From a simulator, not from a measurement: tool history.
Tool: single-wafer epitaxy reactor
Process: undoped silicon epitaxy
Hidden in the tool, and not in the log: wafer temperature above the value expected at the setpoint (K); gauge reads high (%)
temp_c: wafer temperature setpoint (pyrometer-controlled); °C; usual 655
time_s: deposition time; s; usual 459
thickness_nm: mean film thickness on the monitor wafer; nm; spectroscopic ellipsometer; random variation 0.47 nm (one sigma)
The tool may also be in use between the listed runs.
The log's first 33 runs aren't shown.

run     day  temp_c  time_s  wafers since the last listed run  hours since the last pyrometer calibration  hours since the gauge calibration  read-back reference wafer on the same gauge, thickness_nm  thickness_nm
 34  21.962     655     459                                48                                       315.7                               66.6                                                     96.333        81.313
 35  22.546     644     459                                75                                       329.7                               80.6                                                     96.458        61.835
 36  22.883     660     505                                43                                       337.8                               88.7                                                     96.204       101.435
 37  23.354     655     459                                60                                       349.1                                100                                                     96.374        80.916
 38  23.921     668     541                                73                                       362.7                              113.6                                                     96.409       130.701
 39  24.612     669     402                                89                                       379.3                              130.2                                                     96.325        98.013
 40  25.071     646     537                                59                                       390.3                              141.2                                                     96.362        75.075
 41    25.6     655     459                                68                                         403                              153.9                                                     96.322        80.124

Forecast each of these 5 alternatives for the next run:
  A  25.621     655     459                                 2                                       403.5                              154.4                                                          ?             ?
  B  25.621     647     459                                 2                                       403.5                              154.4                                                          ?             ?
  C  25.621     659     459                                 2                                       403.5                              154.4                                                          ?             ?
  D  25.621     666     459                                 2                                       403.5                              154.4                                                          ?             ?
  E  25.621     648     459                                 2                                       403.5                              154.4                                                          ?             ?

run  read-back reference wafer on the same gauge, thickness_nm  thickness_nm
  A                                                     96.194        80.235
  B                                                     96.194        65.663
  C                                                     96.194        88.561
  D                                                     96.194       105.022
  E                                                     96.194        67.343
Without the tool's hidden state the same runs would have given:
run  thickness_nm
  A        88.246
  B        72.357
  C        97.313
  D       115.217
  E        74.191
